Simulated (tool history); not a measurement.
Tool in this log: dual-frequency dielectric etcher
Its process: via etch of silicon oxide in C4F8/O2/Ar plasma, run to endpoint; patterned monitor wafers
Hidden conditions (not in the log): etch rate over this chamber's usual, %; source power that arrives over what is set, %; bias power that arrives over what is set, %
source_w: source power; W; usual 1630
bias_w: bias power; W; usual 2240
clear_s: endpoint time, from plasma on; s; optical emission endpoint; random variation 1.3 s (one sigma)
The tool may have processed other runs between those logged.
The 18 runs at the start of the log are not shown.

run   hour  source_w  bias_w  wafers since the last listed run  hours since the last wet clean  hours since the last source power generator calibration  hours since the last bias power generator calibration  hours since the last upper electrode change  incoming incoming film thickness, nm  clear_s
 19  233.9      1630    1949                                84                            78.0                                                   2992.0                                                 5024.0                                        159.1                                 962.9    214.9
 20  241.1      1630    2667                                44                            85.2                                                   2999.2                                                 5031.2                                        166.3                                 974.2    202.0
 21  250.6      1800    2533                                58                            94.7                                                   3008.7                                                 5040.7                                        175.8                                 957.7    189.8
 22  258.8      1630    2629                                50                           102.9                                                   3016.9                                                 5048.9                                        184.0                                 960.7    199.9
 23  276.0      1310    2240                               105                           120.1                                                   3034.1                                                 5066.1                                        201.2                                 953.7    234.6
     288.2  -- source power generator calibrated
 24  288.7      1630    2240                                53                           132.8                                                      0.5                                                 5078.8                                        213.9                                 962.1    209.6
 25  294.9      1370    2240                                38                           139.0                                                      6.7                                                 5085.0                                        220.1                                 975.9    233.4
     305.1  -- bias power generator calibrated
 26  312.2      1880    2401                                81                           156.3                                                     24.0                                                    7.1                                        237.4                                 963.9    187.5
 27  323.3      1880    2394                                68                           167.4                                                     35.1                                                   18.2                                        248.5                                 966.6    188.0
 28  336.5      1630    1974                                80                           180.6                                                     48.3                                                   31.4                                        261.7                                 967.6    211.8
 29  344.1      1900    2240                                46                           188.2                                                     55.9                                                   39.0                                        269.3                                 955.5    188.4
 30  361.6      1630    2390                               107                           205.7                                                     73.4                                                   56.5                                        286.8                                 949.5    197.8
 31  367.7      1390    2240                                37                           211.8                                                     79.5                                                   62.6                                        292.9                                 959.6    223.7
 32  380.3      1890    2595                                77                           224.4                                                     92.1                                                   75.2                                        305.5                                 959.1    180.7
 33  395.7      1240    2017                                94                           239.8                                                    107.5                                                   90.6                                        320.9                                 962.4    244.5
 34  413.5      1630    2240                               109                           257.6                                                    125.3                                                  108.4                                        338.7                                 964.7    202.7
 35  424.8      1480    2679                                69                           268.9                                                    136.6                                                  119.7                                        350.0                                 959.4    206.0
 36  445.9      1400    1984                               129                           290.0                                                    157.7                                                  140.8                                        371.1                                 964.8    230.0

3 options for the next run, each taken on its own from the tool as it stands now. Forecast them:
  A  446.4      1630    2240                                 3                           290.5                                                    158.2                                                  141.3                                        371.6                                 956.3        ?
  B  446.4      1630    1847                                 3                           290.5                                                    158.2                                                  141.3                                        371.6                                 956.3        ?
  C  446.4      1770    2708                                 3                           290.5                                                    158.2                                                  141.3                                        371.6                                 956.3        ?

run  clear_s
  A    201.5
  B    209.7
  C    184.6
Without the tool's hidden state the same runs would have given:
run  clear_s
  A    208.8
  B    217.3
  C    191.3
